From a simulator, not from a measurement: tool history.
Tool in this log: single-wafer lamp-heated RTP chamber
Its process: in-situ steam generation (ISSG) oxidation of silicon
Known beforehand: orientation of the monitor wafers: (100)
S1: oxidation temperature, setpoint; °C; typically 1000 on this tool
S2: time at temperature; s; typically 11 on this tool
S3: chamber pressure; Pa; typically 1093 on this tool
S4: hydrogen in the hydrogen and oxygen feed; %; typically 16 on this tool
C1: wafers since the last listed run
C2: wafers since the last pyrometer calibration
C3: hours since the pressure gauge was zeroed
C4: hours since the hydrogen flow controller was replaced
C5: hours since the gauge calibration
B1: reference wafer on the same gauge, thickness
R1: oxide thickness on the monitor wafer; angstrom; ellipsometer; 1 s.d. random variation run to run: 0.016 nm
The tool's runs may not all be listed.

run	day	S1	S2	S3	S4	C1	C2	C3	C4	C5	B1	R1
1	0	1000	13	1240	16	0	895	2921.4	3102.3	409.2	3.038	39.16
2	1	1000	13	1240	16	353	1249	2945.4	3126.3	433.2	3.042	39.45
3	1.725	1000	11	1240	16	256	1505	2962.8	3143.7	450.6	3.049	36.72
4	3.142	1000	11	1093	16	500	2006	2996.8	3177.7	484.6	3.042	37.15
5	4.338	1000	11	1093	16	422	2429	3025.5	3206.4	513.3	3.042	37.38
6	5.196	1000	11	1093	16	303	2732	3046.1	3227	533.9	3.044	37.29
7	6.562	1000	11	1227	16	483	3215	3078.9	3259.8	566.7	3.039	36.93
8	7.908	1000	11	1227	16	475	3691	3111.2	3292.1	599	3.041	37.2
9	8.454	1000	11	1227	16	192	3884	3124.3	3305.2	612.1	3.039	37
10	9.046	1000	11	1093	16	209	4093	3138.5	3319.4	626.3	3.038	37.54
11	9.712	1000	11	1093	16	235	4329	3154.5	3335.4	642.3	3.037	37.44
12	10.542	1000	11	1093	16	293	4622	3174.4	3355.3	662.2	3.038	37.64
13	11.558	1000	11	1093	16	359	4982	3198.8	3379.7	686.6	3.042	37.71
# day 12.754: pyrometer window cleaned and pyrometer calibrated
14	12.775	1012	11	1093	16	312	7	3228	3408.9	715.8	3.038	37.87
15	14.033	995	11	1093	19	444	452	3258.2	3439.1	746	3.048	37.24
16	15.329	1000	11	1093	16	458	911	3289.3	3470.2	777.1	3.04	36.75
17	15.979	1000	11	1027	22	229	1140	3304.9	3485.8	792.7	3.033	39.97
18	17.175	1000	11	1253	16	422	1563	3333.6	3514.5	821.4	3.042	36.81
# day 17.829: gauge calibrated
# day 17.942: hydrogen flow controller replaced
19	18.546	991	11	960	16	366	1930	3366.5	14.5	17.2	3.042	35.89
20	19.996	1000	12	1093	16	512	2443	3401.3	49.3	52	3.041	38.94
21	20.804	983	14	1000	16	285	2728	3420.7	68.7	71.4	3.034	39.17
22	22.146	993	9	920	11	474	3203	3452.9	100.9	103.6	3.038	29.91
23	23.112	1000	11	1093	16	341	3545	3476.1	124.1	126.8	3.047	37.53
# day 23.779: pressure gauge zeroed
24	23.896	1012	8	1093	25	159	3704	2.8	142.9	145.6	3.036	38.07
25	24.475	1019	11	1093	16	204	3908	16.7	156.8	159.5	3.036	40.11
26	25.717	1009	12	1093	16	439	4347	46.5	186.6	189.3	3.042	40.41
27	26.704	1000	11	1093	16	349	4697	70.2	210.3	213	3.042	37.4
# day 27.142: pyrometer window cleaned and pyrometer calibrated
28	28.604	1000	11	1093	16	553	517	115.8	255.9	258.6	3.043	36.54
29	29.683	1000	11	1093	13	381	898	141.7	281.8	284.5	3.037	34.97
30	30.646	980	14	1093	16	340	1239	164.8	304.9	307.6	3.043	38.3
31	31.771	1000	9	1093	16	397	1636	191.8	331.9	334.6	3.034	33.92

For each run, what was the tool's unlogged condition?
true pressure minus gauge reading, Torr: 0 on each run
deviation of the hydrogen flow from its setpoint, %: 0 on each run
gauge reads high (%): 0 on each run
H1: true wafer temperature minus pyrometer reading, K
run	H1
1	4.72
2	5.83
3	6.52
4	7.63
5	8.36
6	8.79
7	9.35
8	9.78
9	9.92
10	10.1
11	10.2
12	10.4
13	10.5
14	1.31
15	3.5
16	5.28
17	6.02
18	7.17
19	8.22
20	9.06
21	9.44
22	9.96
23	10.3
24	10.5
25	10.6
26	10.9
27	11
28	4.32
29	5.78
30	6.85
31	7.89
